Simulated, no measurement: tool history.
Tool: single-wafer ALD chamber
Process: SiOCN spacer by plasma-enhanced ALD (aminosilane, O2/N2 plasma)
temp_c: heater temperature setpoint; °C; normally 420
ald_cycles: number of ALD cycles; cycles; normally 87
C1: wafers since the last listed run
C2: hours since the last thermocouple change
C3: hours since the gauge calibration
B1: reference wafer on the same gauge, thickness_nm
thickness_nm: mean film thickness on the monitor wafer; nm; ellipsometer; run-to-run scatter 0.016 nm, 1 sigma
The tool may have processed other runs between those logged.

run 1 hour=0.0 | temp_c=429 ald_cycles=87 | C1=0 C2=371.3 C3=521.5 | B1=5.263 | thickness_nm=4.534
run 2 hour=33.8 | temp_c=429 ald_cycles=87 | C1=115 C2=405.1 C3=555.3 | B1=5.259 | thickness_nm=4.515
run 3 hour=75.9 | temp_c=429 ald_cycles=87 | C1=143 C2=447.2 C3=597.4 | B1=5.260 | thickness_nm=4.533
run 4 hour=129.2 | temp_c=420 ald_cycles=87 | C1=181 C2=500.5 C3=650.7 | B1=5.258 | thickness_nm=4.609
run 5 hour=185.0 | temp_c=420 ald_cycles=87 | C1=190 C2=556.3 C3=706.5 | B1=5.260 | thickness_nm=4.644
run 6 hour=334.3 | temp_c=420 ald_cycles=87 | C1=508 C2=705.6 C3=855.8 | B1=5.257 | thickness_nm=4.612
run 7 hour=375.8 | temp_c=420 ald_cycles=76 | C1=141 C2=747.1 C3=897.3 | B1=5.261 | thickness_nm=4.026
run 8 hour=413.9 | temp_c=420 ald_cycles=87 | C1=129 C2=785.2 C3=935.4 | B1=5.259 | thickness_nm=4.606
run 9 hour=454.4 | temp_c=420 ald_cycles=87 | C1=137 C2=825.7 C3=975.9 | B1=5.258 | thickness_nm=4.613
run 10 hour=490.2 | temp_c=420 ald_cycles=91 | C1=121 C2=861.5 C3=1011.7 | B1=5.258 | thickness_nm=4.821
run 11 hour=533.2 | temp_c=420 ald_cycles=91 | C1=146 C2=904.5 C3=1054.7 | B1=5.263 | thickness_nm=4.825
run 12 hour=574.3 | temp_c=420 ald_cycles=91 | C1=139 C2=945.6 C3=1095.8 | B1=5.261 | thickness_nm=4.828
run 13 hour=611.5 | temp_c=420 ald_cycles=87 | C1=126 C2=982.8 C3=1133.0 | B1=5.263 | thickness_nm=4.616
-- hour=645.1 gauge calibrated
run 14 hour=682.5 | temp_c=420 ald_cycles=87 | C1=241 C2=1053.8 C3=37.4 | B1=5.263 | thickness_nm=4.613
run 15 hour=730.5 | temp_c=413 ald_cycles=87 | C1=163 C2=1101.8 C3=85.4 | B1=5.258 | thickness_nm=4.690
run 16 hour=775.0 | temp_c=413 ald_cycles=87 | C1=151 C2=1146.3 C3=129.9 | B1=5.261 | thickness_nm=4.702
run 17 hour=808.7 | temp_c=420 ald_cycles=94 | C1=114 C2=1180.0 C3=163.6 | B1=5.260 | thickness_nm=4.976
run 18 hour=833.6 | temp_c=420 ald_cycles=87 | C1=84 C2=1204.9 C3=188.5 | B1=5.256 | thickness_nm=4.586
run 19 hour=884.1 | temp_c=420 ald_cycles=87 | C1=171 C2=1255.4 C3=239.0 | B1=5.260 | thickness_nm=4.632
run 20 hour=914.1 | temp_c=420 ald_cycles=87 | C1=102 C2=1285.4 C3=269.0 | B1=5.258 | thickness_nm=4.626
run 21 hour=950.1 | temp_c=409 ald_cycles=92 | C1=122 C2=1321.4 C3=305.0 | B1=5.261 | thickness_nm=5.007
run 22 hour=984.0 | temp_c=414 ald_cycles=82 | C1=115 C2=1355.3 C3=338.9 | B1=5.260 | thickness_nm=4.384
run 23 hour=1009.6 | temp_c=434 ald_cycles=75 | C1=87 C2=1380.9 C3=364.5 | B1=5.258 | thickness_nm=3.778
run 24 hour=1071.1 | temp_c=420 ald_cycles=87 | C1=209 C2=1442.4 C3=426.0 | B1=5.257 | thickness_nm=4.599
run 25 hour=1096.6 | temp_c=420 ald_cycles=87 | C1=86 C2=1467.9 C3=451.5 | B1=5.260 | thickness_nm=4.591
run 26 hour=1120.9 | temp_c=420 ald_cycles=87 | C1=82 C2=1492.2 C3=475.8 | B1=5.257 | thickness_nm=4.580
run 27 hour=1177.3 | temp_c=420 ald_cycles=104 | C1=192 C2=1548.6 C3=532.2 | B1=5.257 | thickness_nm=5.539
run 28 hour=1226.1 | temp_c=420 ald_cycles=91 | C1=166 C2=1597.4 C3=581.0 | B1=5.257 | thickness_nm=4.808
run 29 hour=1277.6 | temp_c=420 ald_cycles=87 | C1=175 C2=1648.9 C3=632.5 | B1=5.260 | thickness_nm=4.586
run 30 hour=1325.3 | temp_c=420 ald_cycles=87 | C1=162 C2=1696.6 C3=680.2 | B1=5.259 | thickness_nm=4.581
run 31 hour=1389.7 | temp_c=408 ald_cycles=98 | C1=219 C2=1761.0 C3=744.6 | B1=5.260 | thickness_nm=5.380
-- hour=1414.3 thermocouple changed; heater temperature recalibrated
run 32 hour=1448.3 | temp_c=414 ald_cycles=75 | C1=172 C2=34.0 C3=803.2 | B1=5.261 | thickness_nm=4.101
run 33 hour=1504.8 | temp_c=426 ald_cycles=92 | C1=192 C2=90.5 C3=859.7 | B1=5.261 | thickness_nm=4.878
run 34 hour=1542.8 | temp_c=406 ald_cycles=81 | C1=129 C2=128.5 C3=897.7 | B1=5.259 | thickness_nm=4.518
run 35 hour=1586.1 | temp_c=434 ald_cycles=98 | C1=147 C2=171.8 C3=941.0 | B1=5.257 | thickness_nm=5.041
run 36 hour=1631.2 | temp_c=433 ald_cycles=98 | C1=153 C2=216.9 C3=986.1 | B1=5.259 | thickness_nm=5.027
run 37 hour=1660.5 | temp_c=429 ald_cycles=74 | C1=99 C2=246.2 C3=1015.4 | B1=5.258 | thickness_nm=3.849
run 38 hour=1687.0 | temp_c=420 ald_cycles=87 | C1=90 C2=272.7 C3=1041.9 | B1=5.262 | thickness_nm=4.643
run 39 hour=1711.7 | temp_c=414 ald_cycles=77 | C1=84 C2=297.4 C3=1066.6 | B1=5.256 | thickness_nm=4.150
run 40 hour=1773.4 | temp_c=420 ald_cycles=87 | C1=210 C2=359.1 C3=1128.3 | B1=5.262 | thickness_nm=4.648
-- hour=1813.5 gauge calibrated
run 41 hour=1841.6 | temp_c=428 ald_cycles=98 | C1=232 C2=427.3 C3=28.1 | B1=5.262 | thickness_nm=5.097

Forecast each of these 5 alternatives for the next run:
run A hour=1842.2 | temp_c=408 ald_cycles=87 | C1=2 C2=427.9 C3=28.7 | B1=? | thickness_nm=?
run B hour=1842.2 | temp_c=424 ald_cycles=98 | C1=2 C2=427.9 C3=28.7 | B1=? | thickness_nm=?
run C hour=1842.2 | temp_c=420 ald_cycles=73 | C1=2 C2=427.9 C3=28.7 | B1=? | thickness_nm=?
run D hour=1842.2 | temp_c=407 ald_cycles=80 | C1=2 C2=427.9 C3=28.7 | B1=? | thickness_nm=?
run E hour=1842.2 | temp_c=430 ald_cycles=95 | C1=2 C2=427.9 C3=28.7 | B1=? | thickness_nm=?

run=A B1=5.258 thickness_nm=4.817
run=B B1=5.258 thickness_nm=5.187
run=C B1=5.258 thickness_nm=3.908
run=D B1=5.258 thickness_nm=4.441
run=E B1=5.258 thickness_nm=4.941
Without the tool's unlogged condition, the same runs would have read:
run=A thickness_nm=4.877
run=B thickness_nm=5.255
run=C thickness_nm=3.959
run=D thickness_nm=4.497
run=E thickness_nm=5.007
